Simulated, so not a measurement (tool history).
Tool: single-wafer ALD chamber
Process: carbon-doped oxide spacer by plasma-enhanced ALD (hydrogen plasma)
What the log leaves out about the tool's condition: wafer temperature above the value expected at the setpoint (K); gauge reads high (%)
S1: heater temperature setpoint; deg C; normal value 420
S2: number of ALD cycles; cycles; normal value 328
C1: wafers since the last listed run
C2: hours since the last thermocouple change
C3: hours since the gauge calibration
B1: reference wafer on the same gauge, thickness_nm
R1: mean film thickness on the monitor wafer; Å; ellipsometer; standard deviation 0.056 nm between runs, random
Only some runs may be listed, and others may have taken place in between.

run 1 hour=0.0 | S1=413 S2=328 | C1=0 C2=515.1 C3=677.4 | B1=19.484 | R1=168.28
run 2 hour=52.9 | S1=426 S2=328 | C1=64 C2=568.0 C3=730.3 | B1=19.507 | R1=162.23
run 3 hour=143.2 | S1=426 S2=328 | C1=110 C2=658.3 C3=820.6 | B1=19.500 | R1=162.61
run 4 hour=250.1 | S1=426 S2=328 | C1=130 C2=765.2 C3=927.5 | B1=19.497 | R1=162.71
run 5 hour=305.4 | S1=420 S2=328 | C1=67 C2=820.5 C3=982.8 | B1=19.502 | R1=164.46
run 6 hour=347.0 | S1=420 S2=328 | C1=50 C2=862.1 C3=1024.4 | B1=19.510 | R1=166.08
run 7 hour=419.0 | S1=420 S2=328 | C1=87 C2=934.1 C3=1096.4 | B1=19.488 | R1=165.74
run 8 hour=488.3 | S1=420 S2=328 | C1=84 C2=1003.4 C3=1165.7 | B1=19.505 | R1=166.18
run 9 hour=531.2 | S1=415 S2=270 | C1=52 C2=1046.3 C3=1208.6 | B1=19.489 | R1=139.25
-- hour=591.1 gauge calibrated
run 10 hour=634.1 | S1=420 S2=328 | C1=125 C2=1149.2 C3=43.0 | B1=19.497 | R1=165.71
-- hour=678.8 thermocouple changed; heater temperature recalibrated
run 11 hour=698.1 | S1=425 S2=356 | C1=68 C2=19.3 C3=107.0 | B1=19.496 | R1=175.17
run 12 hour=756.8 | S1=420 S2=328 | C1=71 C2=78.0 C3=165.7 | B1=19.503 | R1=164.18
run 13 hour=847.9 | S1=409 S2=392 | C1=111 C2=169.1 C3=256.8 | B1=19.494 | R1=202.47
run 14 hour=915.6 | S1=420 S2=378 | C1=82 C2=236.8 C3=324.5 | B1=19.508 | R1=189.01
run 15 hour=987.6 | S1=420 S2=293 | C1=87 C2=308.8 C3=396.5 | B1=19.511 | R1=146.85
run 16 hour=1067.1 | S1=433 S2=362 | C1=97 C2=388.3 C3=476.0 | B1=19.506 | R1=174.86
run 17 hour=1128.9 | S1=430 S2=374 | C1=75 C2=450.1 C3=537.8 | B1=19.499 | R1=181.74

Alternative continuations, all from the tool just after run 17; predict every row:
run A hour=1129.8 | S1=420 S2=370 | C1=1 C2=451.0 C3=538.7 | B1=? | R1=?
run B hour=1129.8 | S1=412 S2=277 | C1=1 C2=451.0 C3=538.7 | B1=? | R1=?
run C hour=1129.8 | S1=433 S2=328 | C1=1 C2=451.0 C3=538.7 | B1=? | R1=?
run D hour=1129.8 | S1=406 S2=306 | C1=1 C2=451.0 C3=538.7 | B1=? | R1=?

run=A B1=19.491 R1=186.05
run=B B1=19.491 R1=142.49
run=C B1=19.491 R1=158.75
run=D B1=19.491 R1=160.07
Stripped of hidden state, with their random variation kept, the same runs would have yielded:
run=A R1=184.55
run=B R1=141.37
run=C R1=157.42
run=D R1=158.83

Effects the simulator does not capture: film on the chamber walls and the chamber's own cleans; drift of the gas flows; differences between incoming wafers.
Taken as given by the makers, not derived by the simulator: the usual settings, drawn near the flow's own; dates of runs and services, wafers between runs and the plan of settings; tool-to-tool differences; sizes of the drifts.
